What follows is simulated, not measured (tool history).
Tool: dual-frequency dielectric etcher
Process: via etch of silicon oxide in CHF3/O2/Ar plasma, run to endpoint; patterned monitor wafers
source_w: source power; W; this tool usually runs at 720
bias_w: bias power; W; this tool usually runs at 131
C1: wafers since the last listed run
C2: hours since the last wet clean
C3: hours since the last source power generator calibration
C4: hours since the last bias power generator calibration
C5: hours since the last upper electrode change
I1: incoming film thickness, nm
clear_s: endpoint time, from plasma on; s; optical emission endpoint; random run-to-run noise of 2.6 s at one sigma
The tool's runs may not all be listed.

{"run": 1, "hour": 0.0, "source_w": 720, "bias_w": 131, "C1": 0, "C2": 234, "C3": 2724.8, "C4": 3232.4, "C5": 1011.3, "I1": 710.3, "clear_s": 357.6}
{"run": 2, "hour": 94.0, "source_w": 760, "bias_w": 131, "C1": 280, "C2": 328, "C3": 2818.8, "C4": 3326.4, "C5": 1105.3, "I1": 713.2, "clear_s": 350.6}
{"run": 3, "hour": 163.2, "source_w": 620, "bias_w": 131, "C1": 206, "C2": 397.2, "C3": 2888, "C4": 3395.6, "C5": 1174.5, "I1": 712.5, "clear_s": 391.8}
{"run": 4, "hour": 383.0, "source_w": 620, "bias_w": 131, "C1": 655, "C2": 617, "C3": 3107.8, "C4": 3615.4, "C5": 1394.3, "I1": 704.9, "clear_s": 403}
{"hour": 414.0, "done": "source power generator calibrated"}
{"run": 5, "hour": 425.2, "source_w": 720, "bias_w": 131, "C1": 113, "C2": 659.2, "C3": 11.2, "C4": 3657.6, "C5": 1436.5, "I1": 712, "clear_s": 367.9}
{"hour": 466.0, "done": "wet clean of the chamber"}
{"run": 6, "hour": 470.7, "source_w": 720, "bias_w": 131, "C1": 64, "C2": 4.7, "C3": 56.7, "C4": 3703.1, "C5": 1482, "I1": 706.6, "clear_s": 353.6}
{"run": 7, "hour": 527.8, "source_w": 720, "bias_w": 113, "C1": 170, "C2": 61.8, "C3": 113.8, "C4": 3760.2, "C5": 1539.1, "I1": 715, "clear_s": 366.1}
{"run": 8, "hour": 623.8, "source_w": 720, "bias_w": 113, "C1": 286, "C2": 157.8, "C3": 209.8, "C4": 3856.2, "C5": 1635.1, "I1": 709.7, "clear_s": 372.9}
{"run": 9, "hour": 666.8, "source_w": 850, "bias_w": 131, "C1": 128, "C2": 200.8, "C3": 252.8, "C4": 3899.2, "C5": 1678.1, "I1": 706, "clear_s": 322.8}
{"hour": 773.2, "done": "bias power generator calibrated"}
{"run": 10, "hour": 773.7, "source_w": 860, "bias_w": 131, "C1": 306, "C2": 307.7, "C3": 359.7, "C4": 0.5, "C5": 1785, "I1": 710, "clear_s": 324.9}
{"run": 11, "hour": 846.5, "source_w": 650, "bias_w": 160, "C1": 217, "C2": 380.5, "C3": 432.5, "C4": 73.3, "C5": 1857.8, "I1": 719.4, "clear_s": 364.3}
{"run": 12, "hour": 896.4, "source_w": 900, "bias_w": 131, "C1": 148, "C2": 430.4, "C3": 482.4, "C4": 123.2, "C5": 1907.7, "I1": 712.5, "clear_s": 317.3}
{"run": 13, "hour": 940.0, "source_w": 560, "bias_w": 159, "C1": 129, "C2": 474, "C3": 526, "C4": 166.8, "C5": 1951.3, "I1": 706.3, "clear_s": 396.2}
{"run": 14, "hour": 1035.7, "source_w": 870, "bias_w": 116, "C1": 285, "C2": 569.7, "C3": 621.7, "C4": 262.5, "C5": 2047, "I1": 718.2, "clear_s": 345.4}
{"run": 15, "hour": 1098.5, "source_w": 580, "bias_w": 143, "C1": 187, "C2": 632.5, "C3": 684.5, "C4": 325.3, "C5": 2109.8, "I1": 713.4, "clear_s": 413.8}
{"hour": 1161.7, "done": "wet clean of the chamber"}
{"run": 16, "hour": 1165.7, "source_w": 670, "bias_w": 159, "C1": 128, "C2": 4, "C3": 751.7, "C4": 392.5, "C5": 2177, "I1": 711.1, "clear_s": 342.7}
{"run": 17, "hour": 1234.2, "source_w": 650, "bias_w": 131, "C1": 204, "C2": 72.5, "C3": 820.2, "C4": 461, "C5": 2245.5, "I1": 707.7, "clear_s": 372.9}
{"run": 18, "hour": 1306.5, "source_w": 720, "bias_w": 131, "C1": 215, "C2": 144.8, "C3": 892.5, "C4": 533.3, "C5": 2317.8, "I1": 716.6, "clear_s": 352.3}
{"hour": 1340.5, "done": "upper electrode replaced, of another model than before"}
{"run": 19, "hour": 1370.0, "source_w": 720, "bias_w": 131, "C1": 117, "C2": 208.3, "C3": 956, "C4": 596.8, "C5": 29.5, "I1": 706.8, "clear_s": 353.9}
{"run": 20, "hour": 1413.9, "source_w": 640, "bias_w": 103, "C1": 130, "C2": 252.2, "C3": 999.9, "C4": 640.7, "C5": 73.4, "I1": 708.4, "clear_s": 442.8}
{"run": 21, "hour": 1510.7, "source_w": 770, "bias_w": 146, "C1": 288, "C2": 349, "C3": 1096.7, "C4": 737.5, "C5": 170.2, "I1": 712.9, "clear_s": 325.4}
{"run": 22, "hour": 1590.7, "source_w": 790, "bias_w": 147, "C1": 238, "C2": 429, "C3": 1176.7, "C4": 817.5, "C5": 250.2, "I1": 716.4, "clear_s": 316.4}
{"run": 23, "hour": 1695.1, "source_w": 850, "bias_w": 142, "C1": 311, "C2": 533.4, "C3": 1281.1, "C4": 921.9, "C5": 354.6, "I1": 716.7, "clear_s": 312.5}
{"run": 24, "hour": 1789.9, "source_w": 720, "bias_w": 147, "C1": 282, "C2": 628.2, "C3": 1375.9, "C4": 1016.7, "C5": 449.4, "I1": 708.2, "clear_s": 347.5}
{"hour": 1836.5, "done": "wet clean of the chamber"}
{"run": 25, "hour": 1853.6, "source_w": 720, "bias_w": 103, "C1": 118, "C2": 17.1, "C3": 1439.6, "C4": 1080.4, "C5": 513.1, "I1": 713.3, "clear_s": 397.5}
{"run": 26, "hour": 1892.0, "source_w": 770, "bias_w": 146, "C1": 114, "C2": 55.5, "C3": 1478, "C4": 1118.8, "C5": 551.5, "I1": 722.1, "clear_s": 319.4}
{"run": 27, "hour": 1974.0, "source_w": 790, "bias_w": 131, "C1": 244, "C2": 137.5, "C3": 1560, "C4": 1200.8, "C5": 633.5, "I1": 713.8, "clear_s": 330.6}
{"run": 28, "hour": 2014.0, "source_w": 720, "bias_w": 131, "C1": 119, "C2": 177.5, "C3": 1600, "C4": 1240.8, "C5": 673.5, "I1": 724.5, "clear_s": 356}
{"run": 29, "hour": 2077.2, "source_w": 860, "bias_w": 131, "C1": 188, "C2": 240.7, "C3": 1663.2, "C4": 1304, "C5": 736.7, "I1": 714.8, "clear_s": 315.9}
{"run": 30, "hour": 2157.8, "source_w": 800, "bias_w": 106, "C1": 240, "C2": 321.3, "C3": 1743.8, "C4": 1384.6, "C5": 817.3, "I1": 714.4, "clear_s": 363.1}
{"run": 31, "hour": 2254.6, "source_w": 720, "bias_w": 131, "C1": 288, "C2": 418.1, "C3": 1840.6, "C4": 1481.4, "C5": 914.1, "I1": 718.4, "clear_s": 366.9}
{"run": 32, "hour": 2356.2, "source_w": 720, "bias_w": 131, "C1": 302, "C2": 519.7, "C3": 1942.2, "C4": 1583, "C5": 1015.7, "I1": 709.9, "clear_s": 365.1}
{"run": 33, "hour": 2420.1, "source_w": 720, "bias_w": 131, "C1": 190, "C2": 583.6, "C3": 2006.1, "C4": 1646.9, "C5": 1079.6, "I1": 703.6, "clear_s": 363.1}
{"run": 34, "hour": 2466.4, "source_w": 800, "bias_w": 105, "C1": 138, "C2": 629.9, "C3": 2052.4, "C4": 1693.2, "C5": 1125.9, "I1": 716, "clear_s": 376.1}

The tool's hidden state at each run:
source power that arrives over what is set, %: 0 on each run
bias power that arrives over what is set, %: 0 on each run
H1: etch rate over this chamber's usual, %
run=1 H1=-1.47
run=2 H1=-2.18
run=3 H1=-2.7
run=4 H1=-4.35
run=5 H1=-4.66
run=6 H1=0.242
run=7 H1=-0.186
run=8 H1=-0.906
run=9 H1=-1.23
run=10 H1=-2.03
run=11 H1=-2.58
run=12 H1=-2.95
run=13 H1=-3.28
run=14 H1=-3.99
run=15 H1=-4.47
run=16 H1=0.788
run=17 H1=0.274
run=18 H1=-0.268
run=19 H1=-0.744
run=20 H1=-1.07
run=21 H1=-1.8
run=22 H1=-2.4
run=23 H1=-3.18
run=24 H1=-3.89
run=25 H1=0.544
run=26 H1=0.256
run=27 H1=-0.359
run=28 H1=-0.659
run=29 H1=-1.13
run=30 H1=-1.74
run=31 H1=-2.46
run=32 H1=-3.22
run=33 H1=-3.7
run=34 H1=-4.05
